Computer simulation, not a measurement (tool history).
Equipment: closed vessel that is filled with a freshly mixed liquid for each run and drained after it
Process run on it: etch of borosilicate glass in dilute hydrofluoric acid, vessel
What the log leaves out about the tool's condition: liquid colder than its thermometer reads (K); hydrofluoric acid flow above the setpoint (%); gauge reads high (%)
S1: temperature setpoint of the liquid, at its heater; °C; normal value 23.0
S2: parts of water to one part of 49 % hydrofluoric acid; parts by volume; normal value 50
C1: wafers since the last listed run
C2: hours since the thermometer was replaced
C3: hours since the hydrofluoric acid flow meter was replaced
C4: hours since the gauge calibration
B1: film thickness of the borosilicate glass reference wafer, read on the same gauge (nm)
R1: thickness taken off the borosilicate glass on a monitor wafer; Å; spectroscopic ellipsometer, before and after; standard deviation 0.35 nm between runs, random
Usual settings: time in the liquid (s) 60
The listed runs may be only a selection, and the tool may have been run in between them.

{"run": 1, "hour": 0.0, "S1": 21.5, "S2": 50, "time in the liquid (s)": 60, "C1": 0, "C2": 630.1, "C3": 497.3, "C4": 672.6, "B1": 40.01, "R1": 619.0}
{"run": 2, "hour": 63.0, "S1": 21.5, "S2": 50, "time in the liquid (s)": 60, "C1": 5325, "C2": 693.1, "C3": 560.3, "C4": 735.6, "B1": 40.02, "R1": 620.0}
{"run": 3, "hour": 142.7, "S1": 21.5, "S2": 50, "time in the liquid (s)": 60, "C1": 6736, "C2": 772.8, "C3": 640.0, "C4": 815.3, "B1": 40.0, "R1": 621.1}
{"run": 4, "hour": 183.1, "S1": 23.0, "S2": 50, "time in the liquid (s)": 60, "C1": 3414, "C2": 813.2, "C3": 680.4, "C4": 855.7, "B1": 40.0, "R1": 658.4}
{"run": 5, "hour": 222.7, "S1": 23.0, "S2": 50, "time in the liquid (s)": 60, "C1": 3347, "C2": 852.8, "C3": 720.0, "C4": 895.3, "B1": 39.99, "R1": 667.2}
{"run": 6, "hour": 297.4, "S1": 23.0, "S2": 50, "time in the liquid (s)": 60, "C1": 6313, "C2": 927.5, "C3": 794.7, "C4": 970.0, "B1": 40.0, "R1": 654.6}
{"run": 7, "hour": 352.8, "S1": 23.0, "S2": 50, "time in the liquid (s)": 60, "C1": 4682, "C2": 982.9, "C3": 850.1, "C4": 1025.4, "B1": 39.98, "R1": 660.5}
{"run": 8, "hour": 453.9, "S1": 23.0, "S2": 50, "time in the liquid (s)": 60, "C1": 8545, "C2": 1084.0, "C3": 951.2, "C4": 1126.5, "B1": 40.02, "R1": 654.6}
{"hour": 679.9, "done": "thermometer replaced"}
{"run": 9, "hour": 698.4, "S1": 21.0, "S2": 50, "time in the liquid (s)": 60, "C1": 20581, "C2": 18.5, "C3": 1195.7, "C4": 1371.0, "B1": 39.97, "R1": 608.9}
{"hour": 748.1, "done": "hydrofluoric acid flow meter replaced"}
{"run": 10, "hour": 752.7, "S1": 21.0, "S2": 50, "time in the liquid (s)": 60, "C1": 4505, "C2": 72.8, "C3": 4.6, "C4": 1425.3, "B1": 40.01, "R1": 606.3}
{"run": 11, "hour": 804.0, "S1": 23.0, "S2": 45, "time in the liquid (s)": 60, "C1": 4336, "C2": 124.1, "C3": 55.9, "C4": 1476.6, "B1": 40.01, "R1": 738.0}
{"run": 12, "hour": 891.9, "S1": 23.0, "S2": 45, "time in the liquid (s)": 60, "C1": 7429, "C2": 212.0, "C3": 143.8, "C4": 1564.5, "B1": 39.99, "R1": 740.6}
{"run": 13, "hour": 980.3, "S1": 23.0, "S2": 50, "time in the liquid (s)": 60, "C1": 7471, "C2": 300.4, "C3": 232.2, "C4": 1652.9, "B1": 40.0, "R1": 657.4}
{"run": 14, "hour": 1047.9, "S1": 20.0, "S2": 50, "time in the liquid (s)": 30, "C1": 5713, "C2": 368.0, "C3": 299.8, "C4": 1720.5, "B1": 40.01, "R1": 290.6}
{"run": 15, "hour": 1102.5, "S1": 23.0, "S2": 30, "time in the liquid (s)": 60, "C1": 4615, "C2": 422.6, "C3": 354.4, "C4": 1775.1, "B1": 39.99, "R1": 1123.2}
{"hour": 1143.7, "done": "gauge calibrated"}
{"run": 16, "hour": 1162.7, "S1": 23.0, "S2": 50, "time in the liquid (s)": 60, "C1": 5088, "C2": 482.8, "C3": 414.6, "C4": 19.0, "B1": 40.0, "R1": 657.6}
{"run": 17, "hour": 1245.4, "S1": 24.5, "S2": 25, "time in the liquid (s)": 35, "C1": 6990, "C2": 565.5, "C3": 497.3, "C4": 101.7, "B1": 40.01, "R1": 842.4}
{"run": 18, "hour": 1323.6, "S1": 26.5, "S2": 55, "time in the liquid (s)": 85, "C1": 6609, "C2": 643.7, "C3": 575.5, "C4": 179.9, "B1": 40.0, "R1": 978.4}
{"run": 19, "hour": 1362.2, "S1": 27.5, "S2": 50, "time in the liquid (s)": 60, "C1": 3262, "C2": 682.3, "C3": 614.1, "C4": 218.5, "B1": 39.99, "R1": 795.7}
{"run": 20, "hour": 1427.4, "S1": 23.0, "S2": 50, "time in the liquid (s)": 60, "C1": 5510, "C2": 747.5, "C3": 679.3, "C4": 283.7, "B1": 40.02, "R1": 665.5}
{"run": 21, "hour": 1528.4, "S1": 19.5, "S2": 40, "time in the liquid (s)": 70, "C1": 8536, "C2": 848.5, "C3": 780.3, "C4": 384.7, "B1": 40.04, "R1": 844.2}
{"run": 22, "hour": 1801.9, "S1": 21.0, "S2": 60, "time in the liquid (s)": 90, "C1": 23117, "C2": 1122.0, "C3": 1053.8, "C4": 658.2, "B1": 40.0, "R1": 751.4}
{"run": 23, "hour": 1844.2, "S1": 19.5, "S2": 30, "time in the liquid (s)": 60, "C1": 3575, "C2": 1164.3, "C3": 1096.1, "C4": 700.5, "B1": 40.01, "R1": 966.3}
{"run": 24, "hour": 1896.5, "S1": 24.5, "S2": 30, "time in the liquid (s)": 50, "C1": 4420, "C2": 1216.6, "C3": 1148.4, "C4": 752.8, "B1": 40.03, "R1": 995.1}
{"run": 25, "hour": 1966.9, "S1": 23.0, "S2": 70, "time in the liquid (s)": 50, "C1": 5950, "C2": 1287.0, "C3": 1218.8, "C4": 823.2, "B1": 39.98, "R1": 380.5}

For each run, what was the tool's unlogged condition?
liquid colder than its thermometer reads (K): 0 in every run
hydrofluoric acid flow above the setpoint (%): 0 in every run
gauge reads high (%): 0 in every run
